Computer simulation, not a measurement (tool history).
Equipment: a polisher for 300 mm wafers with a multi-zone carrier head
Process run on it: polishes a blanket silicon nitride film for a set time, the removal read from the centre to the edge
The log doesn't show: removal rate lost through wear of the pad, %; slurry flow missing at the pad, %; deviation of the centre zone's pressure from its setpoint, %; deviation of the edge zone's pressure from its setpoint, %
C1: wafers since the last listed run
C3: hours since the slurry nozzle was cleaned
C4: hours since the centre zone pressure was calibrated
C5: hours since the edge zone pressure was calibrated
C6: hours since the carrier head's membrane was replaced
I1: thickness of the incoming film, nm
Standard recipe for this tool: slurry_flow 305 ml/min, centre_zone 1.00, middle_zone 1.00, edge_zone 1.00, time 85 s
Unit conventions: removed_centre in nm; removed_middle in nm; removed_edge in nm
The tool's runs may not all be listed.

Run 1, hour 0.0: usual settings but middle_zone 1.08; C1 0; wafers polished on this pad 874; C3 328.9; C4 372.0; C5 920.1; C6 861.6; I1 624.0. Result: removed_centre 120.4 nm, removed_middle 135.4 nm, removed_edge 123.7 nm.
At hour 15.9: worn pad replaced by a new one.
Run 2, hour 16.4: usual settings but middle_zone 1.08; C1 77; wafers polished on this pad 3; C3 345.3; C4 388.4; C5 936.5; C6 878.0; I1 621.9. Result: removed_centre 122.1 nm, removed_middle 135.3 nm, removed_edge 124.3 nm.
Run 3, hour 28.7: usual settings but middle_zone 1.08; C1 76; wafers polished on this pad 79; C3 357.6; C4 400.7; C5 948.8; C6 890.3; I1 625.6. Result: removed_centre 121.5 nm, removed_middle 137.8 nm, removed_edge 127.4 nm.
Run 4, hour 60.6: usual settings but time 92 s; C1 198; wafers polished on this pad 278; C3 389.5; C4 432.6; C5 980.7; C6 922.2; I1 629.1. Result: removed_centre 128.2 nm, removed_middle 138.1 nm, removed_edge 135.4 nm.
At hour 104.7: centre zone pressure recalibrated.
Run 5, hour 105.7: usual settings but time 92 s; C1 268; wafers polished on this pad 546; C3 434.6; C4 1.0; C5 1025.8; C6 967.3; I1 634.1. Result: removed_centre 134.2 nm, removed_middle 137.0 nm, removed_edge 137.4 nm.
Run 6, hour 134.9: usual settings; C1 181; wafers polished on this pad 728; C3 463.8; C4 30.2; C5 1055.0; C6 996.5; I1 631.6. Result: removed_centre 123.3 nm, removed_middle 127.4 nm, removed_edge 124.4 nm.
At hour 152.1: carrier head's membrane replaced by a new one.
Run 7, hour 153.8: usual settings; C1 86; wafers polished on this pad 815; C3 482.7; C4 49.1; C5 1073.9; C6 1.7; I1 621.2. Result: removed_centre 120.9 nm, removed_middle 127.6 nm, removed_edge 126.3 nm.
At hour 157.6: slurry nozzle cleaned.
At hour 163.7: worn pad replaced by a new one.
Run 8, hour 174.2: usual settings; C1 95; wafers polished on this pad 65; C3 16.6; C4 69.5; C5 1094.3; C6 22.1; I1 627.0. Result: removed_centre 120.9 nm, removed_middle 127.4 nm, removed_edge 122.9 nm.
Run 9, hour 200.0: usual settings but centre_zone 0.90; C1 160; wafers polished on this pad 226; C3 42.4; C4 95.3; C5 1120.1; C6 47.9; I1 630.8. Result: removed_centre 111.5 nm, removed_middle 126.2 nm, removed_edge 122.7 nm.
At hour 212.8: edge zone pressure recalibrated.
Run 10, hour 220.7: usual settings but centre_zone 1.03, edge_zone 0.90; C1 116; wafers polished on this pad 342; C3 63.1; C4 116.0; C5 7.9; C6 68.6; I1 637.8. Result: removed_centre 126.4 nm, removed_middle 125.3 nm, removed_edge 119.0 nm.
Run 11, hour 234.5: usual settings but centre_zone 1.09, middle_zone 0.95; C1 85; wafers polished on this pad 428; C3 76.9; C4 129.8; C5 21.7; C6 82.4; I1 627.9. Result: removed_centre 132.6 nm, removed_middle 120.8 nm, removed_edge 125.7 nm.
Run 12, hour 257.1: usual settings but middle_zone 0.97, edge_zone 0.89; C1 140; wafers polished on this pad 569; C3 99.5; C4 152.4; C5 44.3; C6 105.0; I1 628.8. Result: removed_centre 122.6 nm, removed_middle 123.5 nm, removed_edge 117.6 nm.
Run 13, hour 273.1: usual settings but middle_zone 1.09, edge_zone 0.89, time 70 s; C1 99; wafers polished on this pad 668; C3 115.5; C4 168.4; C5 60.3; C6 121.0; I1 631.9. Result: removed_centre 97.1 nm, removed_middle 110.8 nm, removed_edge 97.3 nm.
Run 14, hour 291.9: usual settings but slurry_flow 375 ml/min, middle_zone 1.05; C1 117; wafers polished on this pad 785; C3 134.3; C4 187.2; C5 79.1; C6 139.8; I1 621.9. Result: removed_centre 123.1 nm, removed_middle 133.6 nm, removed_edge 124.0 nm.
At hour 303.6: worn pad replaced by a new one.
Run 15, hour 317.9: usual settings but centre_zone 0.92, time 94 s; C1 136; wafers polished on this pad 88; C3 160.3; C4 213.2; C5 105.1; C6 165.8; I1 637.4. Result: removed_centre 121.0 nm, removed_middle 141.5 nm, removed_edge 136.7 nm.
Run 16, hour 420.1: usual settings; C1 636; wafers polished on this pad 725; C3 262.5; C4 315.4; C5 207.3; C6 268.0; I1 623.5. Result: removed_centre 119.7 nm, removed_middle 125.2 nm, removed_edge 126.6 nm.
At hour 430.7: worn pad replaced by a new one.
Run 17, hour 443.6: usual settings but slurry_flow 375 ml/min, centre_zone 0.96, edge_zone 0.96; C1 121; wafers polished on this pad 80; C3 286.0; C4 338.9; C5 230.8; C6 291.5; I1 623.6. Result: removed_centre 117.3 nm, removed_middle 127.9 nm, removed_edge 119.6 nm.
Run 18, hour 456.2: usual settings but slurry_flow 240 ml/min, edge_zone 0.93; C1 78; wafers polished on this pad 158; C3 298.6; C4 351.5; C5 243.4; C6 304.1; I1 630.2. Result: removed_centre 115.4 nm, removed_middle 126.0 nm, removed_edge 119.6 nm.
Run 19, hour 479.1: usual settings but centre_zone 0.90, middle_zone 1.04, time 106 s; C1 142; wafers polished on this pad 301; C3 321.5; C4 374.4; C5 266.3; C6 327.0; I1 626.1. Result: removed_centre 133.4 nm, removed_middle 163.1 nm, removed_edge 154.8 nm.
Run 20, hour 513.7: usual settings but centre_zone 0.89, middle_zone 0.97, edge_zone 1.09, time 105 s; C1 215; wafers polished on this pad 516; C3 356.1; C4 409.0; C5 300.9; C6 361.6; I1 633.3. Result: removed_centre 131.0 nm, removed_middle 153.7 nm, removed_edge 155.6 nm.
Run 21, hour 528.8: usual settings but slurry_flow 400 ml/min, edge_zone 1.11; C1 94; wafers polished on this pad 610; C3 371.2; C4 424.1; C5 316.0; C6 376.7; I1 631.2. Result: removed_centre 122.7 nm, removed_middle 127.9 nm, removed_edge 132.1 nm.

For each run, what was the tool's unlogged condition?
removal rate lost through wear of the pad, %: 0 on each run
slurry flow missing at the pad, %: 0 on each run
deviation of the centre zone's pressure from its setpoint, %: 0 on each run
deviation of the edge zone's pressure from its setpoint, %: 0 on each run
